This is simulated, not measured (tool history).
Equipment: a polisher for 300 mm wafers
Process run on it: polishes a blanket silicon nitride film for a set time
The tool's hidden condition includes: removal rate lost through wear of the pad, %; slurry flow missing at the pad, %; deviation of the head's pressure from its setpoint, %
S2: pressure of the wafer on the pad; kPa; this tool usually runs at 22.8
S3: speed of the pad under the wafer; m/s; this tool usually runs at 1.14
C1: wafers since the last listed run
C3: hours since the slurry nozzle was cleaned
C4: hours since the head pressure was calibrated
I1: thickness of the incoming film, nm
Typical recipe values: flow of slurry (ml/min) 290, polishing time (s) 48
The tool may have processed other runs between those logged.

{"run": 1, "day": 0.0, "flow of slurry (ml/min)": 290, "S2": 26.9, "S3": 1.14, "polishing time (s)": 48, "C1": 0, "wafers polished on this pad": 2909, "C3": 662.9, "C4": 366.8, "I1": 474.8, "film removed (Å)": 894}
{"day": 0.771, "done": "slurry nozzle cleaned"}
{"run": 2, "day": 3.808, "flow of slurry (ml/min)": 290, "S2": 26.9, "S3": 1.14, "polishing time (s)": 48, "C1": 561, "wafers polished on this pad": 3471, "C3": 72.9, "C4": 458.2, "I1": 475.5, "film removed (Å)": 897}
{"run": 3, "day": 6.175, "flow of slurry (ml/min)": 290, "S2": 22.8, "S3": 1, "polishing time (s)": 48, "C1": 352, "wafers polished on this pad": 3824, "C3": 129.7, "C4": 515, "I1": 473.2, "film removed (Å)": 710}
{"run": 4, "day": 8.817, "flow of slurry (ml/min)": 290, "S2": 22.8, "S3": 1.4, "polishing time (s)": 48, "C1": 393, "wafers polished on this pad": 4218, "C3": 193.1, "C4": 578.4, "I1": 474.3, "film removed (Å)": 908}
{"day": 11.012, "done": "worn pad replaced by a new one"}
{"run": 5, "day": 12.512, "flow of slurry (ml/min)": 290, "S2": 22.8, "S3": 1.4, "polishing time (s)": 48, "C1": 526, "wafers polished on this pad": 223, "C3": 281.8, "C4": 667.1, "I1": 478.5, "film removed (Å)": 931}
{"run": 6, "day": 14.292, "flow of slurry (ml/min)": 260, "S2": 22.8, "S3": 1.14, "polishing time (s)": 48, "C1": 265, "wafers polished on this pad": 489, "C3": 324.5, "C4": 709.8, "I1": 481.6, "film removed (Å)": 785}
{"run": 7, "day": 18.158, "flow of slurry (ml/min)": 260, "S2": 22.8, "S3": 1.14, "polishing time (s)": 48, "C1": 576, "wafers polished on this pad": 1065, "C3": 417.3, "C4": 802.6, "I1": 474.9, "film removed (Å)": 784}
{"run": 8, "day": 21.075, "flow of slurry (ml/min)": 290, "S2": 18.6, "S3": 1.14, "polishing time (s)": 48, "C1": 434, "wafers polished on this pad": 1500, "C3": 487.3, "C4": 872.6, "I1": 478.3, "film removed (Å)": 673}
{"run": 9, "day": 25.021, "flow of slurry (ml/min)": 290, "S2": 22.8, "S3": 1.14, "polishing time (s)": 61, "C1": 588, "wafers polished on this pad": 2089, "C3": 582, "C4": 967.3, "I1": 482.1, "film removed (Å)": 1000}
{"day": 27.004, "done": "slurry nozzle cleaned"}
{"run": 10, "day": 28.233, "flow of slurry (ml/min)": 290, "S2": 22.8, "S3": 1.14, "polishing time (s)": 42, "C1": 472, "wafers polished on this pad": 2562, "C3": 29.5, "C4": 1044.4, "I1": 482, "film removed (Å)": 695}
{"run": 11, "day": 31.446, "flow of slurry (ml/min)": 290, "S2": 22.8, "S3": 1.14, "polishing time (s)": 42, "C1": 479, "wafers polished on this pad": 3041, "C3": 106.6, "C4": 1121.5, "I1": 475.9, "film removed (Å)": 696}
{"run": 12, "day": 34.021, "flow of slurry (ml/min)": 290, "S2": 22.8, "S3": 1.14, "polishing time (s)": 42, "C1": 384, "wafers polished on this pad": 3425, "C3": 168.4, "C4": 1183.3, "I1": 482.5, "film removed (Å)": 685}
{"day": 34.329, "done": "head pressure recalibrated"}
{"run": 13, "day": 36.621, "flow of slurry (ml/min)": 290, "S2": 22.8, "S3": 0.86, "polishing time (s)": 57, "C1": 375, "wafers polished on this pad": 3800, "C3": 230.8, "C4": 55, "I1": 470.4, "film removed (Å)": 747}
{"run": 14, "day": 38.229, "flow of slurry (ml/min)": 235, "S2": 25.5, "S3": 1.14, "polishing time (s)": 48, "C1": 239, "wafers polished on this pad": 4040, "C3": 269.4, "C4": 93.6, "I1": 489.5, "film removed (Å)": 847}
{"day": 38.762, "done": "worn pad replaced by a new one"}
{"run": 15, "day": 41.554, "flow of slurry (ml/min)": 290, "S2": 22.8, "S3": 1.04, "polishing time (s)": 48, "C1": 471, "wafers polished on this pad": 416, "C3": 349.2, "C4": 173.4, "I1": 473.8, "film removed (Å)": 711}
{"run": 16, "day": 44.183, "flow of slurry (ml/min)": 290, "S2": 22.8, "S3": 1.14, "polishing time (s)": 48, "C1": 392, "wafers polished on this pad": 808, "C3": 412.3, "C4": 236.5, "I1": 470.8, "film removed (Å)": 766}
{"run": 17, "day": 48.008, "flow of slurry (ml/min)": 260, "S2": 17.2, "S3": 1.3, "polishing time (s)": 38, "C1": 570, "wafers polished on this pad": 1379, "C3": 504.1, "C4": 328.3, "I1": 473.5, "film removed (Å)": 545}
{"run": 18, "day": 50.933, "flow of slurry (ml/min)": 290, "S2": 27.6, "S3": 1.14, "polishing time (s)": 65, "C1": 436, "wafers polished on this pad": 1815, "C3": 574.3, "C4": 398.5, "I1": 472.3, "film removed (Å)": 1263}
{"day": 53.825, "done": "slurry nozzle cleaned"}
{"run": 19, "day": 55.121, "flow of slurry (ml/min)": 370, "S2": 20, "S3": 1.14, "polishing time (s)": 63, "C1": 618, "wafers polished on this pad": 2433, "C3": 31.1, "C4": 499, "I1": 484.6, "film removed (Å)": 928}
{"run": 20, "day": 56.979, "flow of slurry (ml/min)": 290, "S2": 22.8, "S3": 1.14, "polishing time (s)": 32, "C1": 277, "wafers polished on this pad": 2710, "C3": 75.7, "C4": 543.6, "I1": 470.5, "film removed (Å)": 513}
{"run": 21, "day": 58.717, "flow of slurry (ml/min)": 290, "S2": 22.8, "S3": 1.14, "polishing time (s)": 48, "C1": 259, "wafers polished on this pad": 2970, "C3": 117.4, "C4": 585.3, "I1": 475.2, "film removed (Å)": 768}
{"run": 22, "day": 61.238, "flow of slurry (ml/min)": 290, "S2": 29, "S3": 1, "polishing time (s)": 48, "C1": 375, "wafers polished on this pad": 3346, "C3": 177.9, "C4": 645.8, "I1": 485.7, "film removed (Å)": 872}
{"run": 23, "day": 65.712, "flow of slurry (ml/min)": 290, "S2": 22.8, "S3": 1.14, "polishing time (s)": 48, "C1": 667, "wafers polished on this pad": 4013, "C3": 285.3, "C4": 753.2, "I1": 470, "film removed (Å)": 774}
{"day": 66.35, "done": "worn pad replaced by a new one"}
{"run": 24, "day": 68.796, "flow of slurry (ml/min)": 290, "S2": 22.8, "S3": 1.14, "polishing time (s)": 48, "C1": 434, "wafers polished on this pad": 364, "C3": 359.3, "C4": 827.2, "I1": 487.2, "film removed (Å)": 789}
{"run": 25, "day": 71.467, "flow of slurry (ml/min)": 385, "S2": 29, "S3": 1.32, "polishing time (s)": 42, "C1": 398, "wafers polished on this pad": 763, "C3": 423.4, "C4": 891.3, "I1": 483.2, "film removed (Å)": 951}
{"run": 26, "day": 75.962, "flow of slurry (ml/min)": 390, "S2": 17.2, "S3": 1.14, "polishing time (s)": 43, "C1": 670, "wafers polished on this pad": 1433, "C3": 531.3, "C4": 999.2, "I1": 481.3, "film removed (Å)": 570}
{"day": 77.683, "done": "head pressure recalibrated"}
{"run": 27, "day": 80.3, "flow of slurry (ml/min)": 370, "S2": 20, "S3": 1.14, "polishing time (s)": 63, "C1": 634, "wafers polished on this pad": 2068, "C3": 635.4, "C4": 62.8, "I1": 477.3, "film removed (Å)": 947}
{"day": 82.854, "done": "slurry nozzle cleaned"}
{"run": 28, "day": 83.862, "flow of slurry (ml/min)": 290, "S2": 15.9, "S3": 1.14, "polishing time (s)": 48, "C1": 525, "wafers polished on this pad": 2593, "C3": 24.2, "C4": 148.3, "I1": 485, "film removed (Å)": 590}
{"run": 29, "day": 86.017, "flow of slurry (ml/min)": 290, "S2": 22.8, "S3": 0.8, "polishing time (s)": 48, "C1": 321, "wafers polished on this pad": 2914, "C3": 75.9, "C4": 200, "I1": 489.4, "film removed (Å)": 590}
{"run": 30, "day": 88.658, "flow of slurry (ml/min)": 290, "S2": 15.2, "S3": 1.14, "polishing time (s)": 48, "C1": 393, "wafers polished on this pad": 3308, "C3": 139.3, "C4": 263.4, "I1": 485.5, "film removed (Å)": 566}
{"run": 31, "day": 91.433, "flow of slurry (ml/min)": 290, "S2": 29, "S3": 1.26, "polishing time (s)": 48, "C1": 413, "wafers polished on this pad": 3722, "C3": 205.9, "C4": 330, "I1": 473.3, "film removed (Å)": 1021}
{"run": 32, "day": 93.071, "flow of slurry (ml/min)": 345, "S2": 22.8, "S3": 0.92, "polishing time (s)": 62, "C1": 244, "wafers polished on this pad": 3966, "C3": 245.2, "C4": 369.3, "I1": 479.3, "film removed (Å)": 875}
{"run": 33, "day": 96.633, "flow of slurry (ml/min)": 290, "S2": 22.8, "S3": 0.88, "polishing time (s)": 43, "C1": 531, "wafers polished on this pad": 4498, "C3": 330.7, "C4": 454.8, "I1": 485.1, "film removed (Å)": 550}
{"day": 96.896, "done": "worn pad replaced by a new one"}
{"run": 34, "day": 98.912, "flow of slurry (ml/min)": 290, "S2": 17.2, "S3": 0.8, "polishing time (s)": 48, "C1": 315, "wafers polished on this pad": 300, "C3": 385.4, "C4": 509.5, "I1": 478, "film removed (Å)": 476}
{"run": 35, "day": 102.538, "flow of slurry (ml/min)": 200, "S2": 18.6, "S3": 1.14, "polishing time (s)": 48, "C1": 540, "wafers polished on this pad": 841, "C3": 472.4, "C4": 596.5, "I1": 477.4, "film removed (Å)": 652}
{"run": 36, "day": 106.867, "flow of slurry (ml/min)": 290, "S2": 22.8, "S3": 0.92, "polishing time (s)": 48, "C1": 645, "wafers polished on this pad": 1486, "C3": 576.3, "C4": 700.4, "I1": 483.3, "film removed (Å)": 653}

Entry by entry between the runs, the difference in hidden state between the last listed run before and the first listed run after:
Runs 1 to 2: slurry nozzle cleaned (day 0.771)
  both runs share identical hidden conditions
Runs 4 to 5: worn pad replaced by a new one (day 11.012)
  both runs share identical hidden conditions
Runs 9 to 10: slurry nozzle cleaned (day 27.004)
  both runs share identical hidden conditions
Runs 12 to 13: head pressure recalibrated (day 34.329)
  both runs share identical hidden conditions
Runs 14 to 15: worn pad replaced by a new one (day 38.762)
  both runs share identical hidden conditions
Runs 18 to 19: slurry nozzle cleaned (day 53.825)
  both runs share identical hidden conditions
Runs 23 to 24: worn pad replaced by a new one (day 66.35)
  both runs share identical hidden conditions
Runs 26 to 27: head pressure recalibrated (day 77.683)
  both runs share identical hidden conditions
Runs 27 to 28: slurry nozzle cleaned (day 82.854)
  both runs share identical hidden conditions
Runs 33 to 34: worn pad replaced by a new one (day 96.896)
  both runs share identical hidden conditions
